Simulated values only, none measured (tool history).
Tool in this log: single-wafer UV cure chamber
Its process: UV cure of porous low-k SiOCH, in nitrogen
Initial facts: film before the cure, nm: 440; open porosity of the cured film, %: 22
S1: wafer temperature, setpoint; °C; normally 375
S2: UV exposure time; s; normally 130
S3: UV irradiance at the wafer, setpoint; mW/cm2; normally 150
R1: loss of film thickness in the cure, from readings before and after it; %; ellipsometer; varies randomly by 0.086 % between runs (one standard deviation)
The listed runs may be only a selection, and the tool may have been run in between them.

run	hour	S1	S2	S3	R1
1	0.0	375	130	150	10.434
2	13.3	375	130	150	10.408
3	29.1	375	130	150	10.419
4	108.5	375	130	159	10.595
# hour 203.6: UV bulbs replaced
5	204.1	375	130	159	10.821
6	231.1	375	130	165	10.936
7	244.4	375	130	150	10.491
# hour 270.3: quartz window cleaned
8	270.8	375	130	150	10.539
9	288.6	375	130	150	10.601
10	308.8	362	175	111	10.203
11	409.1	375	195	116	11.119
12	506.3	375	130	150	10.543
13	522.6	375	130	123	9.641
14	543.4	388	130	150	10.694
15	561.0	392	155	150	11.622
16	589.0	375	130	150	10.540
17	622.2	375	90	150	8.949
18	638.6	367	130	150	10.340

Each row is a separate what-if for the run after 18, all from the same tool condition, not one after another. Results?
A	639.1	375	130	189	?
B	639.1	375	190	120	?
C	639.1	375	170	150	?

run	R1
A	11.578
B	11.233
C	11.751
What these runs would have given with no unlogged condition in the tool:
run	R1
A	11.578
B	11.233
C	11.751
